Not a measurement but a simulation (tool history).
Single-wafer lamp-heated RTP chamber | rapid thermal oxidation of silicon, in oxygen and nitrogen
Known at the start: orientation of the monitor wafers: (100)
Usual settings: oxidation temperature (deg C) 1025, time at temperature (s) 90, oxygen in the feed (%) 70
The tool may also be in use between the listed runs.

| run | hour | oxidation temperature (deg C) | time at temperature (s) | oxygen in the feed (%) | wafers since the last listed run | wafers since the last pyrometer calibration | hours since the oxygen flow controller was replaced | hours since the gauge calibration | read-back reference wafer on the same gauge, thickness | oxide thickness on the monitor wafer (nm) |
|---|---|---|---|---|---|---|---|---|---|---|
| 1 | 0.0 | 1025 | 90 | 70 | 0 | 2051 | 6094.6 | 209.7 | 6.279 | 7.573 |
| 2 | 25.1 | 1025 | 90 | 61 | 106 | 2158 | 6119.7 | 234.8 | 6.281 | 7.220 |
| 3 | 47.0 | 1025 | 90 | 61 | 93 | 2251 | 6141.6 | 256.7 | 6.281 | 7.199 |
| 4 | 69.6 | 1025 | 90 | 61 | 96 | 2348 | 6164.2 | 279.3 | 6.281 | 7.235 |
| 5 | 81.8 | 1025 | 90 | 87 | 51 | 2400 | 6176.4 | 291.5 | 6.279 | 8.193 |
| 6 | 114.1 | 1019 | 90 | 70 | 137 | 2537 | 6208.7 | 323.8 | 6.277 | 7.241 |
| 7 | 128.0 | 1019 | 90 | 70 | 59 | 2597 | 6222.6 | 337.7 | 6.278 | 7.270 |
| 8 | 152.8 | 1025 | 90 | 70 | 105 | 2702 | 6247.4 | 362.5 | 6.280 | 7.587 |
| 9 | 173.0 | 1025 | 90 | 70 | 86 | 2788 | 6267.6 | 382.7 | 6.280 | 7.573 |
| 10 | 239.5 | 1025 | 90 | 70 | 283 | 3072 | 6334.1 | 449.2 | 6.282 | 7.588 |
| 11 | 266.8 | 1017 | 90 | 41 | 116 | 3188 | 6361.4 | 476.5 | 6.277 | 5.927 |
|  | 271.0 | gauge calibrated |
| 12 | 300.2 | 1046 | 90 | 70 | 142 | 3330 | 6394.8 | 29.2 | 6.279 | 8.794 |
|  | 316.5 | pyrometer window cleaned and pyrometer calibrated |
| 13 | 328.4 | 1025 | 90 | 70 | 86 | 50 | 6423.0 | 57.4 | 6.276 | 7.476 |
| 14 | 354.9 | 1038 | 90 | 94 | 112 | 163 | 6449.5 | 83.9 | 6.279 | 9.094 |
| 15 | 379.2 | 1035 | 49 | 88 | 103 | 267 | 6473.8 | 108.2 | 6.281 | 6.656 |
|  | 391.6 | oxygen flow controller replaced |
| 16 | 432.9 | 1039 | 90 | 70 | 194 | 461 | 41.3 | 161.9 | 6.282 | 8.295 |
| 17 | 460.0 | 1025 | 75 | 70 | 115 | 577 | 68.4 | 189.0 | 6.281 | 6.951 |
| 18 | 476.7 | 1019 | 90 | 70 | 71 | 648 | 85.1 | 205.7 | 6.280 | 7.203 |
| 19 | 509.5 | 1025 | 90 | 70 | 139 | 788 | 117.9 | 238.5 | 6.279 | 7.524 |
| 20 | 530.7 | 1050 | 126 | 90 | 90 | 878 | 139.1 | 259.7 | 6.281 | 11.427 |

Forecast each of these 3 alternatives for the next run:
| A | 531.2 | 1025 | 90 | 80 | 2 | 880 | 139.6 | 260.2 | ? | ? |
| B | 531.2 | 1041 | 110 | 45 | 2 | 880 | 139.6 | 260.2 | ? | ? |
| C | 531.2 | 1025 | 63 | 90 | 2 | 880 | 139.6 | 260.2 | ? | ? |

| run | read-back reference wafer on the same gauge, thickness | oxide thickness on the monitor wafer (nm) |
|---|---|---|
| A | 6.281 | 7.913 |
| B | 6.281 | 7.895 |
| C | 6.281 | 7.032 |
Without the tool's hidden state the same runs would have given:
| run | oxide thickness on the monitor wafer (nm) |
|---|---|
| A | 7.840 |
| B | 7.824 |
| C | 6.967 |

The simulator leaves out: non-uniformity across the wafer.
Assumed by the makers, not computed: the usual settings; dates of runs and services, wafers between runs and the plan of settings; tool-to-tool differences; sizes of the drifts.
